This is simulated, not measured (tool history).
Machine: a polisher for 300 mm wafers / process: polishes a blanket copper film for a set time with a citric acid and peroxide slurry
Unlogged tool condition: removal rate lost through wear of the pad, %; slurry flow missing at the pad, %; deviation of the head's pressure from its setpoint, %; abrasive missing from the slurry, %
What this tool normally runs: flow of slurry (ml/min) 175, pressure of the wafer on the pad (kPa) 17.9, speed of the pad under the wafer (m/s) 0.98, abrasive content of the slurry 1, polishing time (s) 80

| run | day | flow of slurry (ml/min) | pressure of the wafer on the pad (kPa) | speed of the pad under the wafer (m/s) | abrasive content of the slurry | polishing time (s) | wafers since the last listed run | wafers polished on this pad | hours since the slurry nozzle was cleaned | hours since the head pressure was calibrated | hours since the slurry blender was calibrated | incoming thickness of the incoming film, nm | film removed (Å) |
|---|---|---|---|---|---|---|---|---|---|---|---|---|---|
| 1 | 0 | 210 | 20 | 0.98 | 1 | 80 | 0 | 2012 | 841.8 | 151.9 | 0.5 | 1119.8 | 1484 |
| 2 | 0.962 | 210 | 20 | 0.98 | 1 | 80 | 251 | 2264 | 864.9 | 175 | 23.6 | 1135.3 | 1471 |
|  | 1.812 | slurry nozzle cleaned |
| 3 | 2.312 | 175 | 17.9 | 0.8 | 1 | 80 | 341 | 2606 | 12 | 207.4 | 56 | 1124.7 | 1082 |
|  | 2.888 | worn pad replaced by a new one |
| 4 | 3.688 | 175 | 17.9 | 0.8 | 1 | 80 | 315 | 208 | 45 | 240.4 | 89 | 1094 | 1071 |
| 5 | 4.758 | 175 | 17.9 | 0.8 | 1 | 80 | 279 | 488 | 70.7 | 266.1 | 114.7 | 1109.4 | 1057 |
| 6 | 5.558 | 175 | 15.2 | 0.98 | 1 | 80 | 208 | 697 | 89.9 | 285.3 | 133.9 | 1125.4 | 1108 |
| 7 | 6.654 | 175 | 15.2 | 0.98 | 1 | 80 | 286 | 983 | 116.2 | 311.6 | 160.2 | 1120.2 | 1090 |
| 8 | 7.458 | 175 | 17.9 | 0.86 | 1 | 64 | 210 | 1193 | 135.5 | 330.9 | 179.5 | 1109.7 | 926 |
| 9 | 8.692 | 195 | 22.1 | 0.76 | 0.75 | 80 | 322 | 1515 | 165.1 | 360.5 | 209.1 | 1112.6 | 1189 |
| 10 | 9.75 | 175 | 17.9 | 0.98 | 1 | 80 | 276 | 1792 | 190.5 | 385.9 | 234.5 | 1120.9 | 1281 |
| 11 | 10.429 | 175 | 17.9 | 0.98 | 0.7 | 94 | 177 | 1969 | 206.8 | 402.2 | 250.8 | 1133.6 | 1381 |
|  | 11.229 | slurry blender recalibrated |
| 12 | 11.425 | 175 | 12.4 | 0.98 | 1 | 71 | 238 | 2208 | 230.7 | 426.1 | 4.7 | 1122.5 | 786 |
| 13 | 12.512 | 175 | 15.2 | 0.98 | 1 | 80 | 284 | 2492 | 256.8 | 452.2 | 30.8 | 1126.9 | 1079 |
|  | 13.262 | worn pad replaced by a new one |
| 14 | 13.633 | 175 | 17.9 | 0.98 | 1 | 80 | 249 | 96 | 283.7 | 479.1 | 57.7 | 1112.2 | 1253 |
| 15 | 14.446 | 175 | 17.9 | 0.98 | 1.1 | 80 | 212 | 308 | 303.2 | 498.6 | 77.2 | 1129.7 | 1307 |
| 16 | 15.396 | 145 | 22.8 | 0.98 | 1 | 80 | 248 | 557 | 326 | 521.4 | 100 | 1109.1 | 1526 |
| 17 | 16.542 | 175 | 17.9 | 0.98 | 1 | 100 | 299 | 856 | 353.5 | 548.9 | 127.5 | 1118.3 | 1586 |
| 18 | 20.55 | 215 | 15.9 | 0.98 | 1.1 | 80 | 1047 | 1903 | 449.7 | 645.1 | 223.7 | 1119.9 | 1152 |
|  | 21.004 | head pressure recalibrated |
| 19 | 21.738 | 175 | 17.9 | 0.76 | 0.9 | 80 | 288 | 2191 | 478.2 | 17.6 | 252.2 | 1119 | 990 |
| 20 | 23.108 | 205 | 17.9 | 0.98 | 1 | 80 | 358 | 2550 | 511.1 | 50.5 | 285.1 | 1133.2 | 1345 |
|  | 23.467 | slurry blender recalibrated |
|  | 26.288 | worn pad replaced by a new one |
| 21 | 26.371 | 125 | 17.9 | 0.98 | 1 | 72 | 786 | 22 | 589.4 | 128.8 | 69.7 | 1108.3 | 1093 |
| 22 | 26.933 | 175 | 20.7 | 0.66 | 1 | 72 | 146 | 169 | 602.9 | 142.3 | 83.2 | 1120.3 | 941 |
| 23 | 30.1 | 175 | 17.9 | 0.98 | 1 | 80 | 827 | 996 | 678.9 | 218.3 | 159.2 | 1108.5 | 1278 |
| 24 | 30.979 | 175 | 12.4 | 1.08 | 0.9 | 80 | 229 | 1226 | 700 | 239.4 | 180.3 | 1114 | 951 |
| 25 | 31.783 | 175 | 17.9 | 0.98 | 1 | 80 | 210 | 1436 | 719.3 | 258.7 | 199.6 | 1112.1 | 1302 |
| 26 | 32.329 | 195 | 15.9 | 0.98 | 1 | 94 | 142 | 1578 | 732.4 | 271.8 | 212.7 | 1108.7 | 1359 |
| 27 | 33.483 | 175 | 21.4 | 0.98 | 0.75 | 80 | 301 | 1880 | 760.1 | 299.5 | 240.4 | 1109.2 | 1428 |
|  | 34.304 | slurry blender recalibrated |
| 28 | 34.854 | 175 | 17.9 | 0.98 | 1 | 80 | 336 | 2216 | 793 | 332.4 | 13.2 | 1095.2 | 1292 |
| 29 | 36.154 | 175 | 15.2 | 0.82 | 1 | 80 | 339 | 2556 | 824.2 | 363.6 | 44.4 | 1127.8 | 920 |
| 30 | 36.904 | 175 | 15.2 | 0.98 | 1 | 80 | 195 | 2752 | 842.2 | 381.6 | 62.4 | 1107 | 1107 |

Exercise: give the hidden state of the tool at every run:
removal rate lost through wear of the pad, %: 0, the same for each run
slurry flow missing at the pad, %: 0, the same for each run
abrasive missing from the slurry, %: 0, the same for each run
H1: deviation of the head's pressure from its setpoint, %
| run | H1 |
|---|---|
| 1 | -0.739 |
| 2 | -0.832 |
| 3 | -0.984 |
| 4 | -1.17 |
| 5 | -1.33 |
| 6 | -1.46 |
| 7 | -1.65 |
| 8 | -1.8 |
| 9 | -2.05 |
| 10 | -2.28 |
| 11 | -2.44 |
| 12 | -2.69 |
| 13 | -2.97 |
| 14 | -3.27 |
| 15 | -3.51 |
| 16 | -3.79 |
| 17 | -4.16 |
| 18 | -5.57 |
| 19 | -0.412 |
| 20 | -0.44 |
| 21 | -0.612 |
| 22 | -0.657 |
| 23 | -0.994 |
| 24 | -1.11 |
| 25 | -1.23 |
| 26 | -1.32 |
| 27 | -1.51 |
| 28 | -1.77 |
| 29 | -2.03 |
| 30 | -2.2 |
